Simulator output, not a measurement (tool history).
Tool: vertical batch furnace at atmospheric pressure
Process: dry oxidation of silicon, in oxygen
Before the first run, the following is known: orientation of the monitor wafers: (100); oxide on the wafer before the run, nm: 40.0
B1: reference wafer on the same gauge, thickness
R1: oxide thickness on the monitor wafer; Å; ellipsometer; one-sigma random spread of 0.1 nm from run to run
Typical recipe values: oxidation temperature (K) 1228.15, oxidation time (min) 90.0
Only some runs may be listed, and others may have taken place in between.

run 1 hour=0.0 | oxidation_temperature_(K)=1228.15 oxidation_time_(min)=99.5 | B1=71.91 | R1=728.3
run 2 hour=27.3 | oxidation_temperature_(K)=1228.15 oxidation_time_(min)=90.0 | B1=71.90 | R1=697.9
run 3 hour=56.5 | oxidation_temperature_(K)=1228.15 oxidation_time_(min)=90.0 | B1=71.91 | R1=698.7
run 4 hour=69.3 | oxidation_temperature_(K)=1228.15 oxidation_time_(min)=90.0 | B1=71.89 | R1=697.8
run 5 hour=104.7 | oxidation_temperature_(K)=1212.15 oxidation_time_(min)=101.0 | B1=71.90 | R1=678.3
run 6 hour=131.1 | oxidation_temperature_(K)=1212.15 oxidation_time_(min)=101.0 | B1=71.90 | R1=678.9
run 7 hour=167.2 | oxidation_temperature_(K)=1212.15 oxidation_time_(min)=101.0 | B1=71.90 | R1=678.5
run 8 hour=179.5 | oxidation_temperature_(K)=1241.15 oxidation_time_(min)=90.0 | B1=71.89 | R1=737.8
run 9 hour=211.1 | oxidation_temperature_(K)=1241.15 oxidation_time_(min)=90.0 | B1=71.90 | R1=735.6
run 10 hour=227.8 | oxidation_temperature_(K)=1228.15 oxidation_time_(min)=90.0 | B1=71.89 | R1=697.6
run 11 hour=247.0 | oxidation_temperature_(K)=1228.15 oxidation_time_(min)=90.0 | B1=71.91 | R1=699.6
run 12 hour=274.3 | oxidation_temperature_(K)=1228.15 oxidation_time_(min)=90.0 | B1=71.93 | R1=697.7
run 13 hour=291.9 | oxidation_temperature_(K)=1236.15 oxidation_time_(min)=90.0 | B1=71.90 | R1=720.3
run 14 hour=311.5 | oxidation_temperature_(K)=1228.15 oxidation_time_(min)=70.0 | B1=71.90 | R1=635.6
run 15 hour=336.3 | oxidation_temperature_(K)=1210.15 oxidation_time_(min)=90.0 | B1=71.89 | R1=643.3
-- hour=367.8 thermocouples replaced and temperature profile calibrated
-- hour=368.1 boat lift adjusted
run 16 hour=368.6 | oxidation_temperature_(K)=1228.15 oxidation_time_(min)=90.0 | B1=71.92 | R1=684.0
-- hour=406.5 gauge calibrated
run 17 hour=428.9 | oxidation_temperature_(K)=1235.15 oxidation_time_(min)=133.5 | B1=71.91 | R1=840.0
run 18 hour=445.8 | oxidation_temperature_(K)=1228.15 oxidation_time_(min)=123.0 | B1=71.89 | R1=782.9
run 19 hour=465.7 | oxidation_temperature_(K)=1215.15 oxidation_time_(min)=64.0 | B1=71.90 | R1=580.3
run 20 hour=500.7 | oxidation_temperature_(K)=1228.15 oxidation_time_(min)=74.5 | B1=71.89 | R1=642.3
run 21 hour=529.1 | oxidation_temperature_(K)=1228.15 oxidation_time_(min)=90.0 | B1=71.90 | R1=688.4
run 22 hour=541.4 | oxidation_temperature_(K)=1235.15 oxidation_time_(min)=52.5 | B1=71.88 | R1=587.0
run 23 hour=558.3 | oxidation_temperature_(K)=1250.15 oxidation_time_(min)=126.0 | B1=71.89 | R1=879.6
run 24 hour=589.9 | oxidation_temperature_(K)=1203.15 oxidation_time_(min)=125.5 | B1=71.91 | R1=691.0
run 25 hour=630.0 | oxidation_temperature_(K)=1228.15 oxidation_time_(min)=90.0 | B1=71.90 | R1=689.1
run 26 hour=660.9 | oxidation_temperature_(K)=1228.15 oxidation_time_(min)=90.0 | B1=71.91 | R1=691.5
run 27 hour=679.1 | oxidation_temperature_(K)=1228.15 oxidation_time_(min)=90.0 | B1=71.90 | R1=689.5
run 28 hour=698.8 | oxidation_temperature_(K)=1228.15 oxidation_time_(min)=90.0 | B1=71.88 | R1=689.7
run 29 hour=717.7 | oxidation_temperature_(K)=1240.15 oxidation_time_(min)=78.0 | B1=71.90 | R1=683.5

5 ways to go on from here, each from the tool as it stands after run 29. What would each give?
run A hour=723.6 | oxidation_temperature_(K)=1215.15 oxidation_time_(min)=90.0 | B1=? | R1=?
run B hour=723.6 | oxidation_temperature_(K)=1208.15 oxidation_time_(min)=49.0 | B1=? | R1=?
run C hour=723.6 | oxidation_temperature_(K)=1238.15 oxidation_time_(min)=103.5 | B1=? | R1=?
run D hour=723.6 | oxidation_temperature_(K)=1214.15 oxidation_time_(min)=60.0 | B1=? | R1=?
run E hour=723.6 | oxidation_temperature_(K)=1242.15 oxidation_time_(min)=65.0 | B1=? | R1=?

run=A B1=71.90 R1=650.3
run=B B1=71.90 R1=528.7
run=C B1=71.90 R1=762.2
run=D B1=71.90 R1=568.7
run=E B1=71.90 R1=644.6
Take away the tool's hidden state, keep each run's random variation, and the runs would have read:
run=A R1=643.3
run=B R1=524.6
run=C R1=754.6
run=D R1=563.8
run=E R1=639.4
